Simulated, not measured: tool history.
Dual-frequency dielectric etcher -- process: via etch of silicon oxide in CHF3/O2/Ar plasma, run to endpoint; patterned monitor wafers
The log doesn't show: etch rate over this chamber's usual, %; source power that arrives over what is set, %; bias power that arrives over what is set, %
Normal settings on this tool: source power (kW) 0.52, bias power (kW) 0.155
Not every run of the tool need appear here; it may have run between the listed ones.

run,hour,source power (kW),bias power (kW),wafers since the last listed run,hours since the last wet clean,hours since the last source power generator calibration,hours since the last bias power generator calibration,hours since the last upper electrode change,"incoming incoming film thickness, nm",endpoint time (s)
1,0,0.45,0.155,0,172.9,5182.1,2299.8,2214.5,637.4,331.8
2,35.3,0.45,0.155,211,208.2,5217.4,2335.1,2249.8,641.5,332.5
3,53.2,0.45,0.155,107,226.1,5235.3,2353,2267.7,642.8,334.2
4,71.2,0.52,0.155,108,244.1,5253.3,2371,2285.7,637.2,315.6
5,83.9,0.52,0.155,76,256.8,5266,2383.7,2298.4,633.1,312.6
6,103.8,0.55,0.132,119,276.7,5285.9,2403.6,2318.3,641.4,329.4
7,137.9,0.55,0.132,204,310.8,5320,2437.7,2352.4,643.1,333
8,158.8,0.52,0.155,125,331.7,5340.9,2458.6,2373.3,638.1,314.8
9,185.1,0.48,0.155,157,358,5367.2,2484.9,2399.6,637.3,324.5
10,197.1,0.48,0.155,72,370,5379.2,2496.9,2411.6,646.7,327.8
11,210.8,0.48,0.155,82,383.7,5392.9,2510.6,2425.3,641.6,323.4
12,232.8,0.52,0.155,132,405.7,5414.9,2532.6,2447.3,636.4,316.8
# hour 265.3: wet clean of the chamber
13,265.8,0.52,0.155,54,0.5,5447.9,2565.6,2480.3,639.9,315.5
# hour 293.5: upper electrode replaced
14,294,0.52,0.155,25,28.7,5476.1,2593.8,0.5,646.4,317.7
15,306.7,0.58,0.141,76,41.4,5488.8,2606.5,13.2,639.3,315.6
# hour 313.3: bias power generator calibrated
16,335.4,0.52,0.191,148,70.1,5517.5,22.1,41.9,637.6,291.6
17,368.1,0.52,0.155,196,102.8,5550.2,54.8,74.6,637.2,313.1
# hour 376: source power generator calibrated
18,382.8,0.45,0.169,64,117.5,6.8,69.5,89.3,637.6,318.9
19,398.7,0.58,0.173,95,133.4,22.7,85.4,105.2,641.1,294.1
20,429.4,0.48,0.155,184,164.1,53.4,116.1,135.9,639.2,322.9
21,444.3,0.62,0.119,89,179,68.3,131,150.8,634.1,327.4
22,476.2,0.52,0.123,191,210.9,100.2,162.9,182.7,635.3,342.3
23,488.4,0.52,0.182,73,223.1,112.4,175.1,194.9,635.7,295
24,518.4,0.57,0.125,180,253.1,142.4,205.1,224.9,637.2,331.5
25,538.6,0.52,0.121,121,273.3,162.6,225.3,245.1,639.1,347.5
26,565.1,0.58,0.19,159,299.8,189.1,251.8,271.6,642.2,284
27,595,0.48,0.178,179,329.7,219,281.7,301.5,641.1,306.9

Predict each of these 3 candidate next runs independently; none follows another, all start after run 27:
A,595.5,0.52,0.12,3,330.2,219.5,282.2,302,636.9,?
B,595.5,0.4,0.132,3,330.2,219.5,282.2,302,636.9,?
C,595.5,0.64,0.171,3,330.2,219.5,282.2,302,636.9,?

run,endpoint time (s)
A,346.4
B,362.4
C,283.9
Take away the tool's hidden state, keep each run's random variation, and the runs would have read:
run,endpoint time (s)
A,346.4
B,362.4
C,283.9
